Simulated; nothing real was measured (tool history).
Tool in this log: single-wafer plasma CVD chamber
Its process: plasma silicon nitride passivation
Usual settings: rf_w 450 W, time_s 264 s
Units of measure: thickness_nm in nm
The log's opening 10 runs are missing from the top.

run	day	rf_w	time_s	read-back reference wafer on the same gauge, thickness_nm	thickness_nm
11	32.212	450	264	365.158	373.370
12	34.933	450	264	365.143	375.618
13	37.312	450	288	364.869	407.271
14	40.888	450	288	364.833	409.762
15	44.279	450	288	364.887	408.169
# day 45.004: gauge calibrated
16	47.775	495	264	364.866	387.978
17	49.517	495	264	365.009	389.449
18	53.067	490	316	364.852	464.832
19	54.746	410	313	364.830	424.521
20	57.229	450	264	364.922	374.117
21	59.588	420	245	364.685	336.291
22	61.667	490	223	364.984	326.260
# day 63.046: RF generator calibrated
23	65.308	420	236	364.908	325.439
# day 67.829: showerhead replaced
24	69.142	395	282	365.220	375.458
25	72.988	380	299	364.858	393.481
26	77.088	520	250	365.127	374.854
27	80.946	375	264	365.131	342.417
28	83.821	380	264	365.091	349.366
29	86.575	495	281	364.905	413.378
30	90.742	485	264	365.298	385.451
31	94.796	450	264	364.556	374.632
32	99.221	450	264	364.848	372.294
# day 102.333: gauge calibrated
33	103.233	450	226	364.855	319.690
34	105.729	375	310	365.373	404.581

4 options for the next run, each taken on its own from the tool as it stands now. Forecast them:
A	105.750	450	264	?	?
B	105.750	405	235	?	?
C	105.750	520	226	?	?
D	105.750	380	218	?	?

run	read-back reference wafer on the same gauge, thickness_nm	thickness_nm
A	365.177	372.559
B	365.177	316.516
C	365.177	338.876
D	365.177	285.100
Without the tool's unlogged condition, the same runs would have read:
run	thickness_nm
A	372.559
B	316.516
C	338.876
D	285.100

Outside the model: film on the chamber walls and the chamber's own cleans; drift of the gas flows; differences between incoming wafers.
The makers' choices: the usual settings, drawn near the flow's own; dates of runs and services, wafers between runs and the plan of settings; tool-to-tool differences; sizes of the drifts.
